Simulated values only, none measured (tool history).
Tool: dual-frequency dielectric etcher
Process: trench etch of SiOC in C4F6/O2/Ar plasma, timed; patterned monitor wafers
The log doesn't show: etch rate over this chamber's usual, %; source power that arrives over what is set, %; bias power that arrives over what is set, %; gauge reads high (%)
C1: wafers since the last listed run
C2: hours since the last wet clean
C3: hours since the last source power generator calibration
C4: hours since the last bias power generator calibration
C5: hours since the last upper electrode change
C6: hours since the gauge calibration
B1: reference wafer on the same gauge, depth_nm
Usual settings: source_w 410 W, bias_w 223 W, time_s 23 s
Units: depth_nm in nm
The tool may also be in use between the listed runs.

run 1 hour=0 | source_w=410 bias_w=223 time_s=23 | C1=0 C2=46.5 C3=2295.6 C4=2196.8 C5=5189.2 C6=779.4 | B1=49.3 | depth_nm=48.1
run 2 hour=31.6 | source_w=410 bias_w=223 time_s=23 | C1=559 C2=78.1 C3=2327.2 C4=2228.4 C5=5220.8 C6=811 | B1=49.3 | depth_nm=48.2
run 3 hour=156.3 | source_w=410 bias_w=223 time_s=23 | C1=2207 C2=202.8 C3=2451.9 C4=2353.1 C5=5345.5 C6=935.7 | B1=49.3 | depth_nm=48.1
run 4 hour=187.6 | source_w=410 bias_w=223 time_s=23 | C1=554 C2=234.1 C3=2483.2 C4=2384.4 C5=5376.8 C6=967 | B1=49.3 | depth_nm=48.3
run 5 hour=243.8 | source_w=410 bias_w=223 time_s=23 | C1=994 C2=290.3 C3=2539.4 C4=2440.6 C5=5433 C6=1023.2 | B1=49.3 | depth_nm=48.1
run 6 hour=272.5 | source_w=410 bias_w=223 time_s=23 | C1=508 C2=319 C3=2568.1 C4=2469.3 C5=5461.7 C6=1051.9 | B1=49.3 | depth_nm=47.9
run 7 hour=314.6 | source_w=410 bias_w=223 time_s=23 | C1=745 C2=361.1 C3=2610.2 C4=2511.4 C5=5503.8 C6=1094 | B1=49.3 | depth_nm=47.8
-- hour=360.5 bias power generator calibrated
-- hour=368.4 wet clean of the chamber
run 8 hour=368.9 | source_w=410 bias_w=223 time_s=23 | C1=749 C2=0.5 C3=2664.5 C4=8.4 C5=5558.1 C6=1148.3 | B1=49.3 | depth_nm=47.9
run 9 hour=427.5 | source_w=370 bias_w=223 time_s=23 | C1=1037 C2=59.1 C3=2723.1 C4=67 C5=5616.7 C6=1206.9 | B1=49.2 | depth_nm=45.5
run 10 hour=497.2 | source_w=370 bias_w=223 time_s=23 | C1=1233 C2=128.8 C3=2792.8 C4=136.7 C5=5686.4 C6=1276.6 | B1=49.3 | depth_nm=45
-- hour=628.2 upper electrode replaced
-- hour=667.6 gauge calibrated
-- hour=677.8 source power generator calibrated
run 11 hour=704.7 | source_w=370 bias_w=223 time_s=23 | C1=3177 C2=336.3 C3=26.9 C4=344.2 C5=76.5 C6=37.1 | B1=49.3 | depth_nm=45.6
-- hour=748.2 wet clean of the chamber
run 12 hour=757.5 | source_w=410 bias_w=184 time_s=28.5 | C1=509 C2=9.3 C3=79.7 C4=397 C5=129.3 C6=89.9 | B1=49.3 | depth_nm=55.9
run 13 hour=809.1 | source_w=470 bias_w=198 time_s=23 | C1=913 C2=60.9 C3=131.3 C4=448.6 C5=180.9 C6=141.5 | B1=49.3 | depth_nm=50.3
run 14 hour=855.3 | source_w=460 bias_w=168 time_s=17 | C1=817 C2=107.1 C3=177.5 C4=494.8 C5=227.1 C6=187.7 | B1=49.3 | depth_nm=34.5
run 15 hour=922.3 | source_w=470 bias_w=253 time_s=20.5 | C1=1186 C2=174.1 C3=244.5 C4=561.8 C5=294.1 C6=254.7 | B1=49.3 | depth_nm=48.2
run 16 hour=949 | source_w=490 bias_w=223 time_s=28.5 | C1=472 C2=200.8 C3=271.2 C4=588.5 C5=320.8 C6=281.4 | B1=49.3 | depth_nm=65.2
run 17 hour=999.9 | source_w=450 bias_w=196 time_s=19.5 | C1=901 C2=251.7 C3=322.1 C4=639.4 C5=371.7 C6=332.3 | B1=49.3 | depth_nm=41.2
run 18 hour=1049.6 | source_w=410 bias_w=223 time_s=23 | C1=879 C2=301.4 C3=371.8 C4=689.1 C5=421.4 C6=382 | B1=49.3 | depth_nm=48.3
-- hour=1103.7 wet clean of the chamber
run 19 hour=1104.7 | source_w=410 bias_w=223 time_s=23 | C1=550 C2=1 C3=426.9 C4=744.2 C5=476.5 C6=437.1 | B1=49.3 | depth_nm=48.2
run 20 hour=1145.1 | source_w=410 bias_w=178 time_s=18 | C1=715 C2=41.4 C3=467.3 C4=784.6 C5=516.9 C6=477.5 | B1=49.3 | depth_nm=34.8
run 21 hour=1187 | source_w=410 bias_w=223 time_s=20 | C1=741 C2=83.3 C3=509.2 C4=826.5 C5=558.8 C6=519.4 | B1=49.3 | depth_nm=41.9

5 ways to go on from here, each from the tool as it stands after run 21. What would each give?
run A hour=1187.4 | source_w=410 bias_w=223 time_s=23 | C1=7 C2=83.7 C3=509.6 C4=826.9 C5=559.2 C6=519.8 | B1=? | depth_nm=?
run B hour=1187.4 | source_w=440 bias_w=172 time_s=23 | C1=7 C2=83.7 C3=509.6 C4=826.9 C5=559.2 C6=519.8 | B1=? | depth_nm=?
run C hour=1187.4 | source_w=320 bias_w=262 time_s=27 | C1=7 C2=83.7 C3=509.6 C4=826.9 C5=559.2 C6=519.8 | B1=? | depth_nm=?
run D hour=1187.4 | source_w=410 bias_w=175 time_s=25.5 | C1=7 C2=83.7 C3=509.6 C4=826.9 C5=559.2 C6=519.8 | B1=? | depth_nm=?
run E hour=1187.4 | source_w=330 bias_w=193 time_s=23 | C1=7 C2=83.7 C3=509.6 C4=826.9 C5=559.2 C6=519.8 | B1=? | depth_nm=?

run=A B1=49.3 depth_nm=47.8
run=B B1=49.3 depth_nm=45.6
run=C B1=49.3 depth_nm=50.9
run=D B1=49.3 depth_nm=48.8
run=E B1=49.3 depth_nm=39.7
Without the tool's hidden state the same runs would have given:
run=A depth_nm=47.8
run=B depth_nm=45.6
run=C depth_nm=50.9
run=D depth_nm=48.8
run=E depth_nm=39.7
